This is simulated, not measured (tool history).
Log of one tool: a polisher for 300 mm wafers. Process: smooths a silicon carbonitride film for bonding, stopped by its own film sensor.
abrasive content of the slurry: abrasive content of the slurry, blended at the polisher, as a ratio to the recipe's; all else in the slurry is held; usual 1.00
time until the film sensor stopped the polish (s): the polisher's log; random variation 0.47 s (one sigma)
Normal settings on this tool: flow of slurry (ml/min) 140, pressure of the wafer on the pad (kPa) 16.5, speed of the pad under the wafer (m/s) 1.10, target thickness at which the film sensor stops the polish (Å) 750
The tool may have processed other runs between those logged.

run	day	flow of slurry (ml/min)	pressure of the wafer on the pad (kPa)	speed of the pad under the wafer (m/s)	abrasive content of the slurry	target thickness at which the film sensor stops the polish (Å)	wafers since the last listed run	wafers polished on this pad	hours since the slurry nozzle was cleaned	hours since the head pressure was calibrated	hours since the slurry blender was calibrated	incoming thickness of the incoming film, nm	time until the film sensor stopped the polish (s)
1	0.000	140	16.5	1.10	1.00	750	0	1221	117.8	466.6	204.9	89.9	54.2
# day 0.658: slurry blender recalibrated
2	1.204	140	16.5	1.10	1.00	750	301	1523	146.7	495.5	13.1	89.4	54.6
# day 1.758: worn pad replaced by a new one
3	2.683	140	16.5	1.10	1.00	750	353	248	182.2	531.0	48.6	92.0	61.8
4	3.600	140	16.5	1.28	1.00	750	246	494	204.2	553.0	70.6	90.0	47.1
5	4.117	140	16.5	1.10	1.00	750	138	633	216.6	565.4	83.0	90.3	55.1
6	5.283	140	16.5	1.10	1.00	750	313	947	244.6	593.4	111.0	90.5	57.2
7	6.179	140	14.5	1.10	1.00	750	240	1188	266.1	614.9	132.5	91.3	67.9
8	6.888	140	16.5	0.96	1.00	750	190	1379	283.1	631.9	149.5	89.6	61.6
# day 7.921: worn pad replaced by a new one
9	8.133	140	16.5	0.96	1.00	750	290	56	313.0	661.8	179.4	89.4	56.3
# day 9.429: slurry blender recalibrated
10	9.567	140	16.5	0.96	1.00	750	363	419	347.4	696.2	3.3	90.4	60.2
11	10.229	140	16.5	1.10	1.00	750	178	597	363.3	712.1	19.2	90.0	53.4
12	11.721	140	16.5	1.10	1.00	750	401	999	399.1	747.9	55.0	89.9	53.7
13	14.638	140	16.5	1.32	1.00	750	784	1783	469.1	817.9	125.0	91.4	55.7
# day 14.867: worn pad replaced by a new one
# day 15.688: head pressure recalibrated
14	15.708	140	16.5	1.32	1.00	750	220	203	494.8	0.5	150.7	91.3	50.5
15	17.171	140	11.7	1.10	1.10	750	393	597	529.9	35.6	185.8	90.9	69.8
16	17.954	140	21.4	1.46	1.00	750	210	807	548.7	54.4	204.6	90.0	35.5
# day 18.321: slurry nozzle cleaned
# day 18.575: slurry blender recalibrated
17	19.421	140	21.4	0.80	1.15	700	360	1168	26.4	89.6	20.3	90.7	76.9
18	20.146	140	16.5	1.10	1.00	750	195	1363	43.8	107.0	37.7	89.8	57.3
19	21.388	140	11.0	1.10	0.85	750	333	1697	73.6	136.8	67.5	88.8	80.8
# day 21.758: worn pad replaced by a new one
20	22.183	140	16.5	0.98	1.20	750	169	114	92.7	155.9	86.6	90.7	55.1
21	23.183	140	16.5	1.10	1.00	750	268	383	116.7	179.9	110.6	91.4	57.9
22	24.042	140	21.4	1.24	1.25	770	230	614	137.3	200.5	131.2	89.0	28.6
23	25.233	140	14.5	1.10	1.00	750	320	934	165.9	229.1	159.8	89.5	57.9
24	26.562	140	16.5	0.76	1.00	750	357	1292	197.8	261.0	191.7	91.2	82.7
# day 27.575: worn pad replaced by a new one
25	27.792	140	16.5	1.10	1.00	750	285	57	227.3	290.5	221.2	88.5	47.6
26	28.746	120	16.5	0.98	0.85	750	256	314	250.2	313.4	244.1	90.2	64.7
# day 28.971: slurry blender recalibrated
27	29.271	140	16.5	1.10	1.00	780	118	433	262.8	326.0	7.2	90.5	44.7
28	30.771	155	16.5	1.10	1.00	730	403	836	298.8	362.0	43.2	91.1	63.4

Below are 5 alternative next runs, each starting from the tool's condition after run 28. Predict each:
A	30.788	140	16.5	1.10	1.00	790	4	841	299.2	362.4	43.6	89.6	?
B	30.788	140	16.5	1.10	1.00	700	4	841	299.2	362.4	43.6	89.6	?
C	30.788	140	16.5	1.10	0.90	770	4	841	299.2	362.4	43.6	89.6	?
D	30.788	140	16.5	1.38	1.00	750	4	841	299.2	362.4	43.6	89.6	?
E	30.788	155	20.0	1.10	1.00	750	4	841	299.2	362.4	43.6	89.6	?

run	time until the film sensor stopped the polish (s)
A	38.2
B	70.6
C	48.1
D	43.8
E	44.7
Without the tool's hidden state the same runs would have given:
run	time until the film sensor stopped the polish (s)
A	36.9
B	68.3
C	46.5
D	42.4
E	43.3

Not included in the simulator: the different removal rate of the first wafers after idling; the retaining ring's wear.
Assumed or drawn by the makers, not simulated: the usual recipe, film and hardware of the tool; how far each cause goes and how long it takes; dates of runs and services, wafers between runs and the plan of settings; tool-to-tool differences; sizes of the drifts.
